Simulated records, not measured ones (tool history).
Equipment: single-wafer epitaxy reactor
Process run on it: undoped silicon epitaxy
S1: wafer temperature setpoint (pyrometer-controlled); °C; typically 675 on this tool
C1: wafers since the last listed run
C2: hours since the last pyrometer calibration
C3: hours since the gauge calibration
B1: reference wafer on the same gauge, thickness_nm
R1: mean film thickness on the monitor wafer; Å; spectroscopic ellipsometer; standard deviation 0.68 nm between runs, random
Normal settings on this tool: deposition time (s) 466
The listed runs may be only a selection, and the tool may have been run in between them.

Run 1, hour 0: usual settings; C1 0; C2 1143.4; C3 279.1; B1 111.059. Result: R1 1228.53 Å.
Run 2, hour 43.8: usual settings; C1 132; C2 1187.2; C3 322.9; B1 110.959. Result: R1 1212.75 Å.
Run 3, hour 97: usual settings; C1 161; C2 1240.4; C3 376.1; B1 110.936. Result: R1 1208.58 Å.
Run 4, hour 141.2: usual settings but S1 665 °C, deposition time (s) 501; C1 133; C2 1284.6; C3 420.3; B1 110.844. Result: R1 1024.95 Å.
Run 5, hour 167.1: usual settings but S1 665 °C, deposition time (s) 501; C1 78; C2 1310.5; C3 446.2; B1 110.801. Result: R1 1025.78 Å.
Run 6, hour 223.2: usual settings but S1 664 °C; C1 169; C2 1366.6; C3 502.3; B1 110.997. Result: R1 936.51 Å.
Run 7, hour 251.6: usual settings but S1 686 °C, deposition time (s) 442; C1 86; C2 1395; C3 530.7; B1 111.303. Result: R1 1492.76 Å.
Run 8, hour 299.8: usual settings but S1 669 °C, deposition time (s) 446; C1 146; C2 1443.2; C3 578.9; B1 110.768. Result: R1 1005.95 Å.
Run 9, hour 335.3: usual settings but S1 669 °C, deposition time (s) 446; C1 107; C2 1478.7; C3 614.4; B1 111.182. Result: R1 992.51 Å.
Run 10, hour 406.3: usual settings; C1 215; C2 1549.7; C3 685.4; B1 110.93. Result: R1 1207.04 Å.
Run 11, hour 441.4: usual settings but deposition time (s) 512; C1 106; C2 1584.8; C3 720.5; B1 110.907. Result: R1 1330.52 Å.
Run 12, hour 484.5: usual settings but deposition time (s) 512; C1 130; C2 1627.9; C3 763.6; B1 110.984. Result: R1 1319.86 Å.
Run 13, hour 531.3: usual settings but deposition time (s) 512; C1 141; C2 1674.7; C3 810.4; B1 111.155. Result: R1 1325.04 Å.
At hour 570.3: pyrometer calibrated.
Run 14, hour 593.6: usual settings but S1 681 °C, deposition time (s) 420; C1 164; C2 23.3; C3 872.7; B1 111.009. Result: R1 1319.93 Å.
Run 15, hour 651.9: usual settings but S1 680 °C, deposition time (s) 405; C1 176; C2 81.6; C3 931; B1 111.152. Result: R1 1243.55 Å.
Run 16, hour 679.2: usual settings but S1 679 °C; C1 82; C2 108.9; C3 958.3; B1 110.983. Result: R1 1379 Å.
Run 17, hour 714.4: usual settings but S1 683 °C, deposition time (s) 543; C1 106; C2 144.1; C3 993.5; B1 110.772. Result: R1 1782.3 Å.
Run 18, hour 756.4: usual settings but S1 685 °C, deposition time (s) 398; C1 127; C2 186.1; C3 1035.5; B1 111.253. Result: R1 1369.43 Å.
Run 19, hour 813.1: usual settings; C1 171; C2 242.8; C3 1092.2; B1 111.309. Result: R1 1247.28 Å.
At hour 820.9: gauge calibrated.
Run 20, hour 883.2: usual settings but S1 663 °C, deposition time (s) 379; C1 212; C2 312.9; C3 62.3; B1 111.12. Result: R1 763.19 Å.
Run 21, hour 919.3: usual settings; C1 109; C2 349; C3 98.4; B1 110.923. Result: R1 1250.38 Å.
Run 22, hour 948.9: usual settings but S1 688 °C, deposition time (s) 528; C1 89; C2 378.6; C3 128; B1 110.958. Result: R1 1904.57 Å.

Estimate the outcome of run 23 from the log above:
Run 23, hour 999.8: usual settings but deposition time (s) 405; C1 154; C2 429.5; C3 178.9; B1 ?. Result: R1 ?.

Logged for run 23: B1 111.032, R1 1076.36 Å.
The same run, on a tool lacking any hidden state, would have yielded R1 1111.59 Å.
